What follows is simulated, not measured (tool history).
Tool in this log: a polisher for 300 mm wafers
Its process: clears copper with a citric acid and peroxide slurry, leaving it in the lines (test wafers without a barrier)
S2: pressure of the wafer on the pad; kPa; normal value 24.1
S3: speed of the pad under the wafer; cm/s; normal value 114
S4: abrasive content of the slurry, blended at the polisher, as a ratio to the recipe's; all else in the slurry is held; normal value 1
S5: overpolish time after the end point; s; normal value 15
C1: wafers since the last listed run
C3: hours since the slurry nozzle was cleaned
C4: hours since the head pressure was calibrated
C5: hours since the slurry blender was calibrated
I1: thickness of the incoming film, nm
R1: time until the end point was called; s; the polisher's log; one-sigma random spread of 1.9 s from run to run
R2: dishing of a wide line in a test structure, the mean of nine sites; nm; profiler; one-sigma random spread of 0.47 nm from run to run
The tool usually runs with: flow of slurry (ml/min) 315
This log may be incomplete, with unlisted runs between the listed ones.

{"run": 1, "hour": 0.0, "flow of slurry (ml/min)": 315, "S2": 24.1, "S3": 114, "S4": 1, "S5": 15, "C1": 0, "wafers polished on this pad": 593, "C3": 100.9, "C4": 557.1, "C5": 71.8, "I1": 404.4, "R1": 156.7, "R2": 25}
{"run": 2, "hour": 28.7, "flow of slurry (ml/min)": 315, "S2": 24.1, "S3": 114, "S4": 1, "S5": 15, "C1": 200, "wafers polished on this pad": 793, "C3": 129.6, "C4": 585.8, "C5": 100.5, "I1": 415.2, "R1": 162.2, "R2": 24.9}
{"run": 3, "hour": 100.6, "flow of slurry (ml/min)": 315, "S2": 24.1, "S3": 114, "S4": 1, "S5": 9, "C1": 501, "wafers polished on this pad": 1294, "C3": 201.5, "C4": 657.7, "C5": 172.4, "I1": 411.8, "R1": 160.7, "R2": 15.9}
{"run": 4, "hour": 127.5, "flow of slurry (ml/min)": 315, "S2": 24.1, "S3": 114, "S4": 1, "S5": 9, "C1": 187, "wafers polished on this pad": 1482, "C3": 228.4, "C4": 684.6, "C5": 199.3, "I1": 410.8, "R1": 163.5, "R2": 15.1}
{"run": 5, "hour": 170.0, "flow of slurry (ml/min)": 315, "S2": 24.1, "S3": 114, "S4": 1, "S5": 9, "C1": 296, "wafers polished on this pad": 1778, "C3": 270.9, "C4": 727.1, "C5": 241.8, "I1": 409, "R1": 159.3, "R2": 14.8}
{"run": 6, "hour": 227.3, "flow of slurry (ml/min)": 315, "S2": 24.1, "S3": 100, "S4": 1, "S5": 15, "C1": 399, "wafers polished on this pad": 2178, "C3": 328.2, "C4": 784.4, "C5": 299.1, "I1": 414.2, "R1": 185.7, "R2": 21.7}
{"run": 7, "hour": 279.4, "flow of slurry (ml/min)": 315, "S2": 24.1, "S3": 114, "S4": 1, "S5": 15, "C1": 363, "wafers polished on this pad": 2542, "C3": 380.3, "C4": 836.5, "C5": 351.2, "I1": 404.6, "R1": 165.9, "R2": 24.9}
{"run": 8, "hour": 312.3, "flow of slurry (ml/min)": 315, "S2": 24.1, "S3": 114, "S4": 1, "S5": 15, "C1": 229, "wafers polished on this pad": 2771, "C3": 413.2, "C4": 869.4, "C5": 384.1, "I1": 409.3, "R1": 162.2, "R2": 24.5}
{"hour": 336.3, "done": "worn pad replaced by a new one"}
{"run": 9, "hour": 340.4, "flow of slurry (ml/min)": 400, "S2": 30.3, "S3": 114, "S4": 1, "S5": 15, "C1": 168, "wafers polished on this pad": 28, "C3": 441.3, "C4": 897.5, "C5": 412.2, "I1": 403.9, "R1": 125.1, "R2": 30.3}
{"run": 10, "hour": 367.1, "flow of slurry (ml/min)": 390, "S2": 17.9, "S3": 98, "S4": 0.85, "S5": 15, "C1": 186, "wafers polished on this pad": 214, "C3": 468, "C4": 924.2, "C5": 438.9, "I1": 412.9, "R1": 260.1, "R2": 15.6}
{"hour": 400.0, "done": "slurry blender recalibrated"}
{"run": 11, "hour": 410.2, "flow of slurry (ml/min)": 315, "S2": 24.1, "S3": 96, "S4": 1, "S5": 15, "C1": 286, "wafers polished on this pad": 501, "C3": 511.1, "C4": 967.3, "C5": 10.2, "I1": 411.5, "R1": 188, "R2": 21.4}
{"run": 12, "hour": 451.7, "flow of slurry (ml/min)": 315, "S2": 24.1, "S3": 114, "S4": 1, "S5": 15, "C1": 289, "wafers polished on this pad": 790, "C3": 552.6, "C4": 1008.8, "C5": 51.7, "I1": 418.2, "R1": 160.3, "R2": 24.9}
{"run": 13, "hour": 508.2, "flow of slurry (ml/min)": 315, "S2": 20, "S3": 114, "S4": 1, "S5": 15, "C1": 394, "wafers polished on this pad": 1184, "C3": 609.1, "C4": 1065.3, "C5": 108.2, "I1": 408.7, "R1": 190.7, "R2": 21.6}
{"run": 14, "hour": 564.9, "flow of slurry (ml/min)": 315, "S2": 24.1, "S3": 114, "S4": 1, "S5": 15, "C1": 395, "wafers polished on this pad": 1580, "C3": 665.8, "C4": 1122, "C5": 164.9, "I1": 413.1, "R1": 162, "R2": 25.3}
{"run": 15, "hour": 620.3, "flow of slurry (ml/min)": 250, "S2": 30.3, "S3": 114, "S4": 1.3, "S5": 15, "C1": 386, "wafers polished on this pad": 1966, "C3": 721.2, "C4": 1177.4, "C5": 220.3, "I1": 412.1, "R1": 125.7, "R2": 30.3}
{"run": 16, "hour": 673.2, "flow of slurry (ml/min)": 315, "S2": 26.2, "S3": 114, "S4": 1, "S5": 18, "C1": 368, "wafers polished on this pad": 2335, "C3": 774.1, "C4": 1230.3, "C5": 273.2, "I1": 415.1, "R1": 150.4, "R2": 31.6}
{"hour": 689.6, "done": "head pressure recalibrated"}
{"hour": 735.5, "done": "worn pad replaced by a new one"}
{"run": 17, "hour": 736.3, "flow of slurry (ml/min)": 315, "S2": 24.1, "S3": 114, "S4": 0.75, "S5": 15, "C1": 398, "wafers polished on this pad": 5, "C3": 837.2, "C4": 46.7, "C5": 336.3, "I1": 407.5, "R1": 166.8, "R2": 24}
{"hour": 740.0, "done": "slurry nozzle cleaned"}
{"run": 18, "hour": 770.7, "flow of slurry (ml/min)": 275, "S2": 24.1, "S3": 114, "S4": 1, "S5": 20, "C1": 232, "wafers polished on this pad": 238, "C3": 30.7, "C4": 81.1, "C5": 370.7, "I1": 405.5, "R1": 161.4, "R2": 29.7}
{"hour": 800.9, "done": "slurry blender recalibrated"}
{"run": 19, "hour": 810.2, "flow of slurry (ml/min)": 315, "S2": 24.1, "S3": 76, "S4": 1.2, "S5": 6, "C1": 261, "wafers polished on this pad": 500, "C3": 70.2, "C4": 120.6, "C5": 9.3, "I1": 415.9, "R1": 235.8, "R2": 7.3}
{"run": 20, "hour": 845.5, "flow of slurry (ml/min)": 315, "S2": 17.9, "S3": 114, "S4": 1, "S5": 15, "C1": 246, "wafers polished on this pad": 746, "C3": 105.5, "C4": 155.9, "C5": 44.6, "I1": 402.8, "R1": 206.2, "R2": 19.5}
{"run": 21, "hour": 876.2, "flow of slurry (ml/min)": 315, "S2": 24.1, "S3": 114, "S4": 1, "S5": 6, "C1": 214, "wafers polished on this pad": 960, "C3": 136.2, "C4": 186.6, "C5": 75.3, "I1": 416.3, "R1": 161.1, "R2": 10.6}
{"run": 22, "hour": 1067.7, "flow of slurry (ml/min)": 410, "S2": 27.6, "S3": 86, "S4": 1, "S5": 8, "C1": 1335, "wafers polished on this pad": 2296, "C3": 327.7, "C4": 378.1, "C5": 266.8, "I1": 412, "R1": 183.6, "R2": 12.3}
{"hour": 1139.6, "done": "worn pad replaced by a new one"}
{"run": 23, "hour": 1140.1, "flow of slurry (ml/min)": 245, "S2": 24.1, "S3": 114, "S4": 1, "S5": 15, "C1": 477, "wafers polished on this pad": 3, "C3": 400.1, "C4": 450.5, "C5": 339.2, "I1": 403.5, "R1": 165.3, "R2": 23.5}
{"run": 24, "hour": 1163.4, "flow of slurry (ml/min)": 315, "S2": 20, "S3": 114, "S4": 1, "S5": 11, "C1": 162, "wafers polished on this pad": 166, "C3": 423.4, "C4": 473.8, "C5": 362.5, "I1": 411.5, "R1": 195.9, "R2": 15.1}
{"run": 25, "hour": 1206.9, "flow of slurry (ml/min)": 215, "S2": 17.2, "S3": 114, "S4": 0.9, "S5": 18, "C1": 303, "wafers polished on this pad": 469, "C3": 466.9, "C4": 517.3, "C5": 406, "I1": 412.7, "R1": 247.4, "R2": 19.6}
{"hour": 1209.1, "done": "slurry blender recalibrated"}
{"run": 26, "hour": 1257.6, "flow of slurry (ml/min)": 405, "S2": 21.4, "S3": 88, "S4": 0.9, "S5": 15, "C1": 339, "wafers polished on this pad": 809, "C3": 517.6, "C4": 568, "C5": 48.5, "I1": 415.1, "R1": 234.8, "R2": 18.2}
{"run": 27, "hour": 1294.5, "flow of slurry (ml/min)": 270, "S2": 15.9, "S3": 114, "S4": 1.3, "S5": 21, "C1": 257, "wafers polished on this pad": 1066, "C3": 554.5, "C4": 604.9, "C5": 85.4, "I1": 414.1, "R1": 233.2, "R2": 23.6}
{"run": 28, "hour": 1356.1, "flow of slurry (ml/min)": 315, "S2": 24.1, "S3": 114, "S4": 1, "S5": 15, "C1": 429, "wafers polished on this pad": 1496, "C3": 616.1, "C4": 666.5, "C5": 147, "I1": 409.8, "R1": 158.2, "R2": 24.9}
{"run": 29, "hour": 1382.3, "flow of slurry (ml/min)": 315, "S2": 29, "S3": 114, "S4": 1, "S5": 15, "C1": 182, "wafers polished on this pad": 1678, "C3": 642.3, "C4": 692.7, "C5": 173.2, "I1": 405.8, "R1": 133, "R2": 28.4}

Consider 3 possible next runs. They are alternatives, not a sequence: every one starts from the tool as it was left by run 29. What does each give?
{"run": "A", "hour": 1382.8, "flow of slurry (ml/min)": 315, "S2": 24.1, "S3": 86, "S4": 1, "S5": 15, "C1": 3, "wafers polished on this pad": 1682, "C3": 642.8, "C4": 693.2, "C5": 173.7, "I1": 410.2, "R1": "?", "R2": "?"}
{"run": "B", "hour": 1382.8, "flow of slurry (ml/min)": 370, "S2": 24.1, "S3": 140, "S4": 1, "S5": 15, "C1": 3, "wafers polished on this pad": 1682, "C3": 642.8, "C4": 693.2, "C5": 173.7, "I1": 410.2, "R1": "?", "R2": "?"}
{"run": "C", "hour": 1382.8, "flow of slurry (ml/min)": 315, "S2": 24.1, "S3": 94, "S4": 1, "S5": 15, "C1": 3, "wafers polished on this pad": 1682, "C3": 642.8, "C4": 693.2, "C5": 173.7, "I1": 410.2, "R1": "?", "R2": "?"}

run=A R1=206.6 R2=18.6
run=B R1=126.4 R2=29
run=C R1=189.4 R2=20.2
What these runs would have given with no unlogged condition in the tool:
run=A R1=204.8 R2=18.8
run=B R1=125.2 R2=29.2
run=C R1=187.7 R2=20.3
